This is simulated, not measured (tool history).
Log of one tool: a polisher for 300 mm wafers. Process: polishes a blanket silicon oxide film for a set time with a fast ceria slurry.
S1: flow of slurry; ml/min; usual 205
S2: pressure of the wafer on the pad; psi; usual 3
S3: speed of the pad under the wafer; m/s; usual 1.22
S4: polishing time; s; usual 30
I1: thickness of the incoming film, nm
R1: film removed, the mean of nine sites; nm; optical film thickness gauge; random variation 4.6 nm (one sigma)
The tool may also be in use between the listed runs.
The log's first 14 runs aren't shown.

run	hour	S1	S2	S3	S4	I1	R1
# hour 816.1: worn pad replaced by a new one
15	988.9	205	3	1.22	30	1696.3	676
16	1056.7	180	3	0.9	34	1710.6	563.6
17	1083	250	2.5	0.88	37	1694.7	550.2
18	1136.7	205	2.4	1.22	30	1687.9	581.5
19	1208.5	225	3	1.02	39	1660.8	750.8
20	1255.6	205	3	1.22	30	1692.2	682.1
# hour 1280.5: worn pad replaced by a new one
21	1318	240	2.1	1.22	36	1665.3	647.3
22	1371.5	205	2.6	1.22	30	1717.5	617.5
# hour 1388.6: slurry nozzle cleaned
23	1414.5	205	2.3	1.22	21	1689.8	399.6
24	1469.1	180	3	1.22	30	1717.4	670.9
25	1518.8	205	3	1.44	30	1684.9	816.5
26	1593.1	205	2.1	1.22	39	1712.7	691.2
27	1622.7	205	3	1.22	30	1695.2	673.5
28	1686	170	3	1.22	30	1702.8	662.7
# hour 1713.6: head pressure recalibrated
29	1727.5	255	2.6	1.56	38	1701.9	1019.2
# hour 1741: worn pad replaced by a new one
30	1767.9	270	2.4	1.34	30	1687.7	666
31	1816.4	205	3	1.22	30	1724.6	679.2
32	1883.7	205	3	1.22	35	1686.4	797.5
# hour 1918.6: slurry nozzle cleaned
33	1941.7	180	2.1	1.22	39	1715.4	683.7
34	1987.2	205	3.7	1.22	36	1712.3	958.5
35	2022.7	175	3	1.22	30	1695.5	666.5
36	2052.4	245	3.5	0.98	38	1670.5	779

Forecast each of these 5 alternatives for the next run:
A	2052.8	205	3.6	1.22	30	1721.2	?
B	2052.8	170	3.4	1.56	30	1721.2	?
C	2052.8	235	3	1.48	30	1721.2	?
D	2052.8	275	3	0.8	38	1721.2	?
E	2052.8	205	3.4	1.08	34	1721.2	?

run	R1
A	774.8
B	926.8
C	836.5
D	581.9
E	745.3
Without the tool's hidden state the same runs would have given:
run	R1
A	774.8
B	926.8
C	836.5
D	581.9
E	745.3
